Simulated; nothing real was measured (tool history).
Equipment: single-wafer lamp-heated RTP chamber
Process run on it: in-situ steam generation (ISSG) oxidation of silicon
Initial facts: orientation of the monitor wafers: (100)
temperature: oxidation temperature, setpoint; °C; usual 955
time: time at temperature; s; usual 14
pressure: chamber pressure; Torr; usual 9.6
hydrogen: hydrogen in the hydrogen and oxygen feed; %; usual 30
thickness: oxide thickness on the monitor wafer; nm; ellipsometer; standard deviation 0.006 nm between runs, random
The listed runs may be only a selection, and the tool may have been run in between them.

run,hour,temperature,time,pressure,hydrogen,"read-back reference wafer on the same gauge, thickness",thickness
1,0,955,14,9.6,30,4.529,4.022
2,25.3,955,14,9.6,30,4.531,4.019
3,89.8,955,14,9.6,30,4.529,4.021
4,118.5,955,14,9.6,30,4.529,4.017
5,140.4,955,14,9.6,30,4.531,4.008
6,176.2,955,14,9.6,30,4.529,4.03
7,202,955,14,9.6,30,4.531,4.031
8,228.5,955,14,9.6,30,4.529,4.025
9,262.3,955,14,8.7,30,4.53,4.104
10,294.2,955,14,8.7,30,4.529,4.104
11,318.5,955,14,8.7,30,4.529,4.108
12,341.9,955,14,9.6,32,4.531,4.094
13,376.1,965,14,9.6,30,4.528,4.141
14,410.8,955,8,8.6,30,4.53,3.379
15,427,950,10,8.8,32,4.53,3.672
16,459.1,968,12,9.6,30,4.529,3.958
17,488.5,975,14,9.6,25,4.532,4.126
18,511.5,955,14,9.6,30,4.529,4.041
19,536.1,955,9,8.4,32,4.528,3.593
20,559.2,955,14,10.2,32,4.53,4.051
21,632.9,955,14,8.6,26,4.53,3.981
22,660.1,950,14,9.6,30,4.528,3.944
23,673.7,955,14,9.6,30,4.531,3.989
24,693,955,19,9.6,26,4.531,4.356
25,724.7,955,14,9.6,30,4.529,4.002
26,760.4,955,9,9.6,30,4.53,3.403
27,790.7,974,10,8.4,32,4.531,3.875
28,804.4,955,14,9.6,30,4.531,4.005
29,836.6,955,14,8.8,30,4.529,4.079
30,863.1,955,14,9.6,30,4.529,4.013
31,894.9,965,20,9.6,30,4.53,4.766
32,917.5,955,10,9.6,30,4.532,3.54

Taken out of this log: 4 entries between the listed runs. Where each belongs, and how the hidden state differs across it:
Run 8 -> run 9: gauge calibrated (hour 235.2)
  true wafer temperature minus pyrometer reading, K: 4.37 -> 4.42; true pressure minus gauge reading, Torr: 0.328 -> 0.329
  measured value less the no-hidden-state value, thickness: +0.016 -> +0.026 nm
Run 13 -> run 14: pressure gauge zeroed (hour 410.3)
  true wafer temperature minus pyrometer reading, K: 4.55 -> 4.59; true pressure minus gauge reading, Torr: 0.332 -> 0.0351
  measured value less the no-hidden-state value, thickness: +0.022 -> +0.031 nm
Run 19 -> run 20: hydrogen flow controller replaced (hour 548.4)
  true wafer temperature minus pyrometer reading, K: 4.69 -> 4.71; true pressure minus gauge reading, Torr: 0.115 -> 0.128
  measured value less the no-hidden-state value, thickness: +0.031 -> +0.037 nm
Run 21 -> run 22: pyrometer window cleaned and pyrometer calibrated (hour 646.9)
  true wafer temperature minus pyrometer reading, K: 4.75 -> 0.42; true pressure minus gauge reading, Torr: 0.166 -> 0.179
  measured value less the no-hidden-state value, thickness: +0.043 -> -0.013 nm

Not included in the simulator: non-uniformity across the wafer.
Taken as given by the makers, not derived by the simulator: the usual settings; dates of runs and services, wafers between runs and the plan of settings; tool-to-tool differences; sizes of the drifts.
